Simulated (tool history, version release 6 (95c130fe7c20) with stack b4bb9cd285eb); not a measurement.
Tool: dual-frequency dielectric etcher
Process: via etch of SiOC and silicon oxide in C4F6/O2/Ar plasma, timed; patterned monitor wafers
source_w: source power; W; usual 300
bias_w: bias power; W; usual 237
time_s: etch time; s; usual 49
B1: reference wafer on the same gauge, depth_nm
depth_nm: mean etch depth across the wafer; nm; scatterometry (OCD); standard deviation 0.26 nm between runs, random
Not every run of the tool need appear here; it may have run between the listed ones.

Run 1, hour 0: usual settings; B1 50.1. Result: depth_nm 54.9 nm.
At hour 48.4: wet clean of the chamber.
Run 2, hour 77.6: usual settings but bias_w 279 W; B1 50.1. Result: depth_nm 59.6 nm.
Run 3, hour 127.8: usual settings; B1 50.1. Result: depth_nm 55.1 nm.
At hour 226.3: upper electrode replaced.
Run 4, hour 226.8: usual settings but source_w 320 W, time_s 40 s; B1 50.1. Result: depth_nm 45.9 nm.
Run 5, hour 269.7: usual settings but source_w 320 W, time_s 40 s; B1 50.1. Result: depth_nm 45.8 nm.
At hour 279.9: source power generator calibrated.
Run 6, hour 375.4: usual settings but source_w 330 W, time_s 58 s; B1 50.1. Result: depth_nm 66.7 nm.
At hour 449.1: gauge calibrated.
Run 7, hour 475: usual settings but source_w 330 W, time_s 58 s; B1 50.1. Result: depth_nm 65.9 nm.
Run 8, hour 518: usual settings but time_s 39 s; B1 50.1. Result: depth_nm 43.1 nm.
Run 9, hour 615.8: usual settings; B1 50.1. Result: depth_nm 54 nm.
Run 10, hour 678.2: usual settings; B1 50.1. Result: depth_nm 53.7 nm.
At hour 757.4: wet clean of the chamber.
Run 11, hour 757.9: usual settings but source_w 320 W; B1 50.1. Result: depth_nm 56.1 nm.
Run 12, hour 825.9: usual settings; B1 50.1. Result: depth_nm 54.1 nm.
Run 13, hour 908.3: usual settings but source_w 340 W, bias_w 209 W, time_s 42 s; B1 50.1. Result: depth_nm 46 nm.
Run 14, hour 962.5: usual settings; B1 50.1. Result: depth_nm 53.9 nm.
Run 15, hour 1000: usual settings but bias_w 182 W, time_s 39.5 s; B1 50.1. Result: depth_nm 38 nm.
Run 16, hour 1100.7: usual settings but source_w 280 W, bias_w 199 W; B1 50.1. Result: depth_nm 47.9 nm.
Run 17, hour 1161: usual settings but time_s 61.5 s; B1 50.1. Result: depth_nm 67.9 nm.
At hour 1197: bias power generator calibrated.
Run 18, hour 1363.4: usual settings but source_w 250 W, time_s 45 s; B1 50.1. Result: depth_nm 45.9 nm.
At hour 1398.2: wet clean of the chamber.
Run 19, hour 1465.4: usual settings; B1 50.1. Result: depth_nm 54.8 nm.
Run 20, hour 1510.9: usual settings but bias_w 290 W; B1 50.1. Result: depth_nm 60.5 nm.
Run 21, hour 1820.9: usual settings but bias_w 215 W, time_s 56 s; B1 50.1. Result: depth_nm 59.1 nm.
Run 22, hour 1857.7: usual settings; B1 50.1. Result: depth_nm 55.2 nm.
Run 23, hour 1934.1: usual settings but time_s 56.5 s; B1 50.1. Result: depth_nm 63.1 nm.
At hour 1971.4: source power generator calibrated.
At hour 1991.2: wet clean of the chamber.
Run 24, hour 2009.3: usual settings; B1 50.1. Result: depth_nm 54.2 nm.
Run 25, hour 2050.7: usual settings; B1 50.1. Result: depth_nm 53.5 nm.
Run 26, hour 2087.7: usual settings but source_w 240 W, bias_w 259 W, time_s 62 s; B1 50.1. Result: depth_nm 63.7 nm.
Run 27, hour 2227.1: usual settings but source_w 330 W, time_s 61.5 s; B1 50.1. Result: depth_nm 70.3 nm.
At hour 2274.7: gauge calibrated.
Run 28, hour 2291: usual settings but source_w 260 W, bias_w 206 W; B1 50.1. Result: depth_nm 46.8 nm.
Run 29, hour 2394.2: usual settings; B1 50.1. Result: depth_nm 53.7 nm.

For some of the steps in depth_nm from one run to the next: how much would appear even if the tool had no hidden state, given the settings, what came in and random variation, and how much remains for the hidden state plus any gauge scatter that the measured result and the result without hidden state don't share?
Unlogged tool condition in this case: etch rate over this chamber's usual, %; source power that arrives over what is set, %; bias power that arrives over what is set, %; gauge reads high (%).
Run 5 -> 6: source_w 320 -> 330, time_s 40 -> 58, source power generator calibrated. depth_nm +20.9 nm: hidden state -0.8, all else +21.7.
Run 7 -> 8: source_w 330 -> 300, time_s 58 -> 39. depth_nm -22.8 nm: hidden state -0.1, all else -22.7.
Run 23 -> 24: time_s 56.5 -> 49, source power generator calibrated, wet clean of the chamber. depth_nm -8.9 nm: hidden state -1.5, all else -7.4.
Run 27 -> 28: source_w 330 -> 260, bias_w 237 -> 206, time_s 61.5 -> 49, gauge calibrated. depth_nm -23.5 nm: hidden state +0, all else -23.5.

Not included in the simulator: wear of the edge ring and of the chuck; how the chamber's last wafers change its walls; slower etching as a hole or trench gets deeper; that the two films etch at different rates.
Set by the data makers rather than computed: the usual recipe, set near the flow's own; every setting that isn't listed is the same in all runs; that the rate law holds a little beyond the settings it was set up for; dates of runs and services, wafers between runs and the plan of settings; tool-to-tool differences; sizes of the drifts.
